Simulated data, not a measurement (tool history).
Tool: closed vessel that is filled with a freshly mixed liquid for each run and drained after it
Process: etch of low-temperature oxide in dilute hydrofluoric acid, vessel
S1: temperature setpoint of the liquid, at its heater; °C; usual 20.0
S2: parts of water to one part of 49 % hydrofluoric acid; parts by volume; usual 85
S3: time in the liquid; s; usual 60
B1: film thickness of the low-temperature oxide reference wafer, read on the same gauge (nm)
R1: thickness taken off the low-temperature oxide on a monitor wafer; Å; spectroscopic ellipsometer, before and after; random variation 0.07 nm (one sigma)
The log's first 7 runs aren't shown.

| run | hour | S1 | S2 | S3 | B1 | R1 |
|---|---|---|---|---|---|---|
| 8 | 485.1 | 20.0 | 85 | 60 | 74.87 | 108.1 |
| 9 | 566.5 | 20.0 | 85 | 60 | 74.81 | 108.7 |
| 10 | 626.4 | 20.0 | 85 | 60 | 74.79 | 108.2 |
|  | 719.4 | gauge calibrated |
| 11 | 719.7 | 20.0 | 85 | 60 | 79.75 | 115.4 |
| 12 | 785.0 | 20.0 | 85 | 60 | 79.34 | 115.4 |
| 13 | 856.0 | 20.0 | 85 | 60 | 78.95 | 114.3 |
| 14 | 894.4 | 20.0 | 115 | 60 | 78.72 | 82.3 |
| 15 | 978.3 | 20.0 | 115 | 60 | 78.28 | 80.6 |
| 16 | 1057.3 | 20.0 | 115 | 60 | 77.94 | 80.8 |
| 17 | 1100.3 | 22.5 | 60 | 80 | 77.76 | 242.5 |
|  | 1108.2 | hydrofluoric acid flow meter replaced |
| 18 | 1166.4 | 20.0 | 110 | 30 | 77.48 | 42.0 |
| 19 | 1246.9 | 20.0 | 85 | 60 | 77.20 | 111.1 |
| 20 | 1292.0 | 20.0 | 85 | 75 | 77.05 | 140.6 |
|  | 1402.5 | thermometer replaced |
| 21 | 1472.0 | 17.0 | 50 | 45 | 76.52 | 129.5 |
| 22 | 1522.4 | 20.0 | 85 | 60 | 76.38 | 111.6 |
| 23 | 1566.6 | 20.0 | 85 | 60 | 76.27 | 110.6 |
| 24 | 1633.6 | 18.5 | 50 | 75 | 76.13 | 227.3 |
| 25 | 1697.4 | 20.0 | 105 | 95 | 76.00 | 138.1 |
| 26 | 1767.9 | 20.0 | 85 | 60 | 75.86 | 110.3 |

Forecast run 27:
| 27 | 1840.9 | 20.0 | 70 | 60 | ? | ? |

Run 27 gave B1 75.75, R1 134.5 Å.
Without the tool's hidden state the same run would have given R1 142.0 Å.
